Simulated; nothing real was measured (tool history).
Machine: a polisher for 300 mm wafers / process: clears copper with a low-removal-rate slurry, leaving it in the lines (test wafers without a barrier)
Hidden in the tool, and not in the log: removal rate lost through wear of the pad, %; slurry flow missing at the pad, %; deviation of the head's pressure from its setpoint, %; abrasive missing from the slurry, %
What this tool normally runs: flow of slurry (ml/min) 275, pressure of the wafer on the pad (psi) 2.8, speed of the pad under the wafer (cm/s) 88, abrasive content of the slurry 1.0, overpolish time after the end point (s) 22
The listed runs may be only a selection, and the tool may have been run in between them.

run   hour  flow of slurry (ml/min)  pressure of the wafer on the pad (psi)  speed of the pad under the wafer (cm/s)  abrasive content of the slurry  overpolish time after the end point (s)  wafers since the last listed run  wafers polished on this pad  hours since the slurry nozzle was cleaned  hours since the head pressure was calibrated  hours since the slurry blender was calibrated  incoming thickness of the incoming film, nm  time until the end point was called (s)  dishing of a wide line in a test structure (Å)
  1    0.0                      275                                     2.8                                       88                             1.0                                       22                                 0                          926                                      133.3                                        1027.7                                           29.4                                        401.6                                    139.2                                             265
  2   22.5                      275                                     2.8                                       88                             1.0                                       22                               150                         1076                                      155.8                                        1050.2                                           51.9                                        395.6                                    139.5                                             257
  3   41.5                      275                                     2.4                                       88                             0.8                                       22                               126                         1203                                      174.8                                        1069.2                                           70.9                                        405.3                                    178.1                                             227
      54.4  -- worn pad replaced by a new one
  4   60.4                      275                                     2.4                                       88                             0.8                                       22                                99                           40                                      193.7                                        1088.1                                           89.8                                        398.0                                    160.5                                             239
  5   87.8                      275                                     2.8                                       88                             1.0                                       22                               182                          223                                      221.1                                        1115.5                                          117.2                                        403.7                                    131.9                                             270
  6  106.3                      275                                     2.8                                       88                             1.0                                       22                               123                          346                                      239.6                                        1134.0                                          135.7                                        394.9                                    128.0                                             272
     139.7  -- slurry blender recalibrated
  7  165.1                      275                                     2.8                                       88                             1.0                                       22                               378                          725                                      298.4                                        1192.8                                           25.4                                        400.3                                    136.2                                             267
  8  182.4                      275                                     2.8                                       88                             1.0                                       22                               115                          840                                      315.7                                        1210.1                                           42.7                                        395.5                                    136.3                                             267
  9  217.2                      275                                     2.8                                       88                             1.0                                       22                               232                         1072                                      350.5                                        1244.9                                           77.5                                        398.1                                    142.8                                             259
 10  239.9                      275                                     2.8                                       88                             1.0                                       22                               151                         1224                                      373.2                                        1267.6                                          100.2                                        399.9                                    144.2                                             261
     251.8  -- worn pad replaced by a new one
     253.6  -- head pressure recalibrated
 11  275.7                      275                                     2.8                                       88                             1.0                                       22                               200                          147                                      409.0                                          22.1                                          136.0                                        401.2                                    132.3                                             265
     289.0  -- slurry blender recalibrated
 12  311.0                      275                                     3.1                                       88                             1.0                                       22                               222                          369                                      444.3                                          57.4                                           22.0                                        404.5                                    120.4                                             292
 13  330.5                      340                                     2.4                                       88                             1.0                                       22                               130                          499                                      463.8                                          76.9                                           41.5                                        398.7                                    154.4                                             249
 14  347.4                      310                                     2.3                                       88                             1.3                                       16                               112                          612                                      480.7                                          93.8                                           58.4                                        399.7                                    149.7                                             206

Forecast run 15:
 15  364.4                      220                                     2.8                                      110                             0.8                                       22                               113                          726                                      497.7                                         110.8                                           75.4                                        396.9                                        ?                                               ?

Run 15 measured time until the end point was called (s) 122.1, dishing of a wide line in a test structure (Å) 279.
With the hidden condition absent and the run-to-run variation left alone, this run would have shown time until the end point was called (s) 117.4, dishing of a wide line in a test structure (Å) 285.
